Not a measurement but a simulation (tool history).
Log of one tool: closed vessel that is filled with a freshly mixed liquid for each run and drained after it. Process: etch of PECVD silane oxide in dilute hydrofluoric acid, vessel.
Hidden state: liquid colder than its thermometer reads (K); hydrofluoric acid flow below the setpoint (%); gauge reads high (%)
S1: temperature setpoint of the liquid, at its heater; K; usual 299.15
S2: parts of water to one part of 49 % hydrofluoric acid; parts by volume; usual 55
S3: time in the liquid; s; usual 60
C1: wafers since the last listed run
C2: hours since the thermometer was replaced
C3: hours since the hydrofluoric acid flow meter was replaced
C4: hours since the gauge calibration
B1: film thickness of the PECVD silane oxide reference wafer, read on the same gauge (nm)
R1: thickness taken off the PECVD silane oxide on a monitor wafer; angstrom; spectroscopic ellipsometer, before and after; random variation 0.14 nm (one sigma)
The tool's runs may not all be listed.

run 1 hour=0.0 | S1=299.15 S2=55 S3=60 | C1=0 C2=62.4 C3=1842.0 C4=427.4 | B1=110.03 | R1=311.5
run 2 hour=34.6 | S1=299.15 S2=40 S3=60 | C1=3412 C2=97.0 C3=1876.6 C4=462.0 | B1=110.01 | R1=434.0
run 3 hour=82.2 | S1=301.65 S2=55 S3=60 | C1=4695 C2=144.6 C3=1924.2 C4=509.6 | B1=110.02 | R1=341.0
run 4 hour=122.1 | S1=301.65 S2=55 S3=60 | C1=3935 C2=184.5 C3=1964.1 C4=549.5 | B1=110.02 | R1=342.7
run 5 hour=147.9 | S1=299.15 S2=40 S3=50 | C1=2544 C2=210.3 C3=1989.9 C4=575.3 | B1=109.98 | R1=362.4
run 6 hour=185.3 | S1=299.15 S2=55 S3=60 | C1=3688 C2=247.7 C3=2027.3 C4=612.7 | B1=109.99 | R1=309.1
run 7 hour=254.6 | S1=299.15 S2=55 S3=60 | C1=6835 C2=317.0 C3=2096.6 C4=682.0 | B1=110.00 | R1=309.5
run 8 hour=314.4 | S1=299.15 S2=55 S3=60 | C1=5898 C2=376.8 C3=2156.4 C4=741.8 | B1=110.02 | R1=306.6
run 9 hour=382.7 | S1=299.15 S2=55 S3=60 | C1=6736 C2=445.1 C3=2224.7 C4=810.1 | B1=109.98 | R1=310.8
run 10 hour=429.6 | S1=299.15 S2=55 S3=60 | C1=4625 C2=492.0 C3=2271.6 C4=857.0 | B1=109.98 | R1=311.5
run 11 hour=457.3 | S1=299.15 S2=55 S3=60 | C1=2732 C2=519.7 C3=2299.3 C4=884.7 | B1=109.97 | R1=310.3
run 12 hour=507.1 | S1=299.15 S2=55 S3=60 | C1=4912 C2=569.5 C3=2349.1 C4=934.5 | B1=110.01 | R1=310.6
-- hour=533.0 hydrofluoric acid flow meter replaced
run 13 hour=557.7 | S1=299.15 S2=55 S3=60 | C1=4892 C2=620.1 C3=24.7 C4=985.1 | B1=109.98 | R1=312.3
run 14 hour=628.8 | S1=299.15 S2=75 S3=60 | C1=7012 C2=691.2 C3=95.8 C4=1056.2 | B1=109.96 | R1=220.5
run 15 hour=665.5 | S1=299.15 S2=55 S3=60 | C1=3619 C2=727.9 C3=132.5 C4=1092.9 | B1=110.00 | R1=308.9
-- hour=686.1 thermometer replaced
run 16 hour=712.2 | S1=299.15 S2=55 S3=60 | C1=4507 C2=26.1 C3=179.2 C4=1139.6 | B1=110.03 | R1=309.4
run 17 hour=766.6 | S1=299.15 S2=40 S3=60 | C1=5365 C2=80.5 C3=233.6 C4=1194.0 | B1=110.00 | R1=438.5
run 18 hour=793.5 | S1=296.65 S2=55 S3=70 | C1=2653 C2=107.4 C3=260.5 C4=1220.9 | B1=109.97 | R1=327.6
run 19 hour=839.6 | S1=299.15 S2=40 S3=80 | C1=4547 C2=153.5 C3=306.6 C4=1267.0 | B1=110.00 | R1=581.7
run 20 hour=886.2 | S1=296.65 S2=45 S3=60 | C1=4596 C2=200.1 C3=353.2 C4=1313.6 | B1=109.99 | R1=346.8
run 21 hour=957.3 | S1=303.15 S2=70 S3=90 | C1=7012 C2=271.2 C3=424.3 C4=1384.7 | B1=109.95 | R1=421.7
run 22 hour=1018.6 | S1=301.15 S2=25 S3=90 | C1=6046 C2=332.5 C3=485.6 C4=1446.0 | B1=110.02 | R1=1157.9
run 23 hour=1081.8 | S1=299.15 S2=25 S3=35 | C1=6233 C2=395.7 C3=548.8 C4=1509.2 | B1=110.03 | R1=415.3
run 24 hour=1113.6 | S1=297.65 S2=45 S3=60 | C1=3136 C2=427.5 C3=580.6 C4=1541.0 | B1=109.98 | R1=361.1
run 25 hour=1183.9 | S1=299.15 S2=55 S3=80 | C1=6934 C2=497.8 C3=650.9 C4=1611.3 | B1=110.00 | R1=411.0
-- hour=1186.2 gauge calibrated
run 26 hour=1325.7 | S1=301.65 S2=55 S3=60 | C1=13986 C2=639.6 C3=792.7 C4=139.5 | B1=109.99 | R1=346.4
run 27 hour=1381.9 | S1=300.65 S2=55 S3=75 | C1=5543 C2=695.8 C3=848.9 C4=195.7 | B1=109.99 | R1=412.2
run 28 hour=1452.9 | S1=296.15 S2=85 S3=85 | C1=7003 C2=766.8 C3=919.9 C4=266.7 | B1=109.99 | R1=243.8
-- hour=1468.4 thermometer replaced
run 29 hour=1477.7 | S1=299.15 S2=55 S3=60 | C1=2347 C2=9.3 C3=944.7 C4=291.5 | B1=109.99 | R1=309.1
run 30 hour=1503.6 | S1=299.15 S2=55 S3=60 | C1=2554 C2=35.2 C3=970.6 C4=317.4 | B1=110.00 | R1=309.0
run 31 hour=1566.6 | S1=299.15 S2=55 S3=60 | C1=6213 C2=98.2 C3=1033.6 C4=380.4 | B1=109.99 | R1=309.4

Hidden state at the last listed run before each entry between runs and at the first one after, where it differs:
Between runs 12 and 13: hydrofluoric acid flow meter replaced (hour 533.0)
  no hidden state differs between the two runs
Between runs 15 and 16: thermometer replaced (hour 686.1)
  no hidden state differs between the two runs
Between runs 25 and 26: gauge calibrated (hour 1186.2)
  no hidden state differs between the two runs
Between runs 28 and 29: thermometer replaced (hour 1468.4)
  no hidden state differs between the two runs
